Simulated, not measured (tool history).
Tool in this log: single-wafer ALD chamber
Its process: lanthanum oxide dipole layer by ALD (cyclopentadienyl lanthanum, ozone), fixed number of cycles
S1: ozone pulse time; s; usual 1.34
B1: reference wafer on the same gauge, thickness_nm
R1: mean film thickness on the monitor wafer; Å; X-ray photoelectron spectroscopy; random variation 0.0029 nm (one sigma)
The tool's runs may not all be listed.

{"run": 1, "hour": 0.0, "S1": 1.67, "B1": 0.518, "R1": 5.27}
{"run": 2, "hour": 58.4, "S1": 1.67, "B1": 0.517, "R1": 5.3}
{"run": 3, "hour": 127.6, "S1": 1.67, "B1": 0.519, "R1": 5.25}
{"run": 4, "hour": 196.5, "S1": 1.34, "B1": 0.519, "R1": 4.92}
{"run": 5, "hour": 254.2, "S1": 1.34, "B1": 0.518, "R1": 4.93}
{"run": 6, "hour": 317.3, "S1": 1.34, "B1": 0.517, "R1": 4.94}
{"run": 7, "hour": 350.8, "S1": 1.73, "B1": 0.518, "R1": 5.26}
{"run": 8, "hour": 383.9, "S1": 1.34, "B1": 0.518, "R1": 4.89}
{"hour": 424.4, "done": "thermocouple changed; heater temperature recalibrated"}
{"run": 9, "hour": 428.2, "S1": 1.34, "B1": 0.518, "R1": 4.86}
{"run": 10, "hour": 462.6, "S1": 1.34, "B1": 0.517, "R1": 4.91}
{"hour": 474.9, "done": "showerhead replaced"}
{"run": 11, "hour": 524.2, "S1": 1.78, "B1": 0.518, "R1": 5.29}
{"hour": 704.5, "done": "ozone generator serviced"}
{"run": 12, "hour": 705.0, "S1": 1.34, "B1": 0.518, "R1": 5.05}
{"run": 13, "hour": 753.7, "S1": 1.84, "B1": 0.518, "R1": 5.36}
{"run": 14, "hour": 817.2, "S1": 1.5, "B1": 0.519, "R1": 5.18}
{"run": 15, "hour": 849.7, "S1": 1.71, "B1": 0.517, "R1": 5.34}
{"run": 16, "hour": 914.8, "S1": 1.8, "B1": 0.518, "R1": 5.38}
{"run": 17, "hour": 972.8, "S1": 1.77, "B1": 0.517, "R1": 5.33}
{"run": 18, "hour": 1018.9, "S1": 1.34, "B1": 0.518, "R1": 4.99}
{"hour": 1033.7, "done": "gauge calibrated"}
{"run": 19, "hour": 1081.2, "S1": 1.75, "B1": 0.517, "R1": 5.32}
{"run": 20, "hour": 1144.1, "S1": 1.55, "B1": 0.518, "R1": 5.18}
{"hour": 1260.5, "done": "thermocouple changed; heater temperature recalibrated"}
{"run": 21, "hour": 1334.7, "S1": 1.12, "B1": 0.517, "R1": 4.63}

Each row is a separate what-if for the run after 21, all from the same tool condition, not one after another. Results?
{"run": "A", "hour": 1335.1, "S1": 1.34, "B1": "?", "R1": "?"}
{"run": "B", "hour": 1335.1, "S1": 1.76, "B1": "?", "R1": "?"}
{"run": "C", "hour": 1335.1, "S1": 1.74, "B1": "?", "R1": "?"}
{"run": "D", "hour": 1335.1, "S1": 0.9, "B1": "?", "R1": "?"}
{"run": "E", "hour": 1335.1, "S1": 1.56, "B1": "?", "R1": "?"}

run=A B1=0.517 R1=5.01
run=B B1=0.517 R1=5.31
run=C B1=0.517 R1=5.31
run=D B1=0.517 R1=4
run=E B1=0.517 R1=5.21
The same runs, with their run-to-run variation unchanged, on a tool lacking any hidden condition would have given:
run=A R1=5.09
run=B R1=5.35
run=C R1=5.34
run=D R1=4.14
run=E R1=5.26
